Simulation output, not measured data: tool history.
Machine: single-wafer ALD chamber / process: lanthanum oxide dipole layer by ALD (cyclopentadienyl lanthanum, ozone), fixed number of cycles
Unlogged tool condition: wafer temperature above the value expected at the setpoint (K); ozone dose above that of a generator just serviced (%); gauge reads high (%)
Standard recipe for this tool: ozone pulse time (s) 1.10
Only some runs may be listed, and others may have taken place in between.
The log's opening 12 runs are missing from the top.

run	hour	ozone pulse time (s)	wafers since the last listed run	hours since the last thermocouple change	hours since the last ozone generator service	hours since the showerhead was replaced	hours since the gauge calibration	read-back reference wafer on the same gauge, thickness_nm	mean film thickness on the monitor wafer (nm)
13	1210.2	1.10	770	534.0	619.7	5479.0	890.2	0.616	0.522
# hour 1294.9: ozone generator serviced
14	1378.7	0.76	1745	702.5	83.8	5647.5	1058.7	0.617	0.463
15	1463.1	0.76	918	786.9	168.2	5731.9	1143.1	0.616	0.463
# hour 1552.4: showerhead replaced
16	1552.9	1.10	889	876.7	258.0	0.5	1232.9	0.616	0.534
17	1600.4	1.10	516	924.2	305.5	48.0	1280.4	0.616	0.529
18	1670.4	0.90	761	994.2	375.5	118.0	1350.4	0.616	0.493
19	1720.3	1.23	542	1044.1	425.4	167.9	1400.3	0.616	0.544
# hour 1775.6: thermocouple changed; heater temperature recalibrated
20	1788.3	1.47	652	12.7	493.4	235.9	1468.3	0.617	0.568
21	1831.7	1.21	472	56.1	536.8	279.3	1511.7	0.616	0.541
22	1934.9	0.75	1122	159.3	640.0	382.5	1614.9	0.616	0.445
# hour 1957.1: ozone generator serviced
23	2001.1	1.10	633	225.5	44.0	448.7	1681.1	0.616	0.536
24	2043.9	0.79	465	268.3	86.8	491.5	1723.9	0.616	0.471

Estimate the outcome of run 25 from the log above:
25	2102.6	1.38	638	327.0	145.5	550.2	1782.6	?	?

Run 25 came out at read-back reference wafer on the same gauge, thickness_nm 0.616, mean film thickness on the monitor wafer (nm) 0.565.
If the tool had no hidden condition, the same run with the same run-to-run variation would have returned mean film thickness on the monitor wafer (nm) 0.567.
